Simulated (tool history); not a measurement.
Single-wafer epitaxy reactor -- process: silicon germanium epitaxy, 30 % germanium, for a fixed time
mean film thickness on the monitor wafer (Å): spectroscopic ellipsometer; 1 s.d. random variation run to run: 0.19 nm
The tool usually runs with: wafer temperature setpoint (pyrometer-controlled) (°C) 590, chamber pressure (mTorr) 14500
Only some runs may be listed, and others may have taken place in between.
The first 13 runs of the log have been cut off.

run,hour,wafer temperature setpoint (pyrometer-controlled) (°C),chamber pressure (mTorr),wafers since the last listed run,hours since the last pyrometer calibration,hours since the last manometer calibration,hours since the showerhead was replaced,hours since the gauge calibration,"read-back reference wafer on the same gauge, thickness_nm",mean film thickness on the monitor wafer (Å)
14,357.9,590,14500,327,786.8,26.2,4199.6,646.0,50.178,484.00
15,391.1,595,15500,454,820.0,59.4,4232.8,679.2,50.158,534.60
16,424.4,595,15500,456,853.3,92.7,4266.1,712.5,50.197,530.37
17,446.0,590,14500,295,874.9,114.3,4287.7,734.1,50.189,478.01
18,480.9,595,15500,478,909.8,149.2,4322.6,769.0,50.209,532.85
# hour 504.9: showerhead replaced, of another model than before
19,571.3,590,14500,1128,1000.2,239.6,66.4,859.4,50.260,480.44
# hour 596.2: gauge calibrated
20,598.1,590,12600,367,1027.0,266.4,93.2,1.9,50.268,467.00
# hour 615.9: pyrometer calibrated
21,616.4,590,15700,141,0.5,284.7,111.5,20.2,50.189,466.62
22,635.0,576,11500,254,19.1,303.3,130.1,38.8,50.218,345.49
23,662.9,598,15600,382,47.0,331.2,158.0,66.7,50.152,533.48

Estimate the outcome of run 24 from the log above:
24,694.3,590,14500,430,78.4,362.6,189.4,98.1,?,?

{"run 24": {"read-back reference wafer on the same gauge, thickness_nm": 50.293, "mean film thickness on the monitor wafer (Å)": 459.96}}
On a tool with no hidden condition, and with the same random variation, this run would have come out at mean film thickness on the monitor wafer (Å) 457.64.
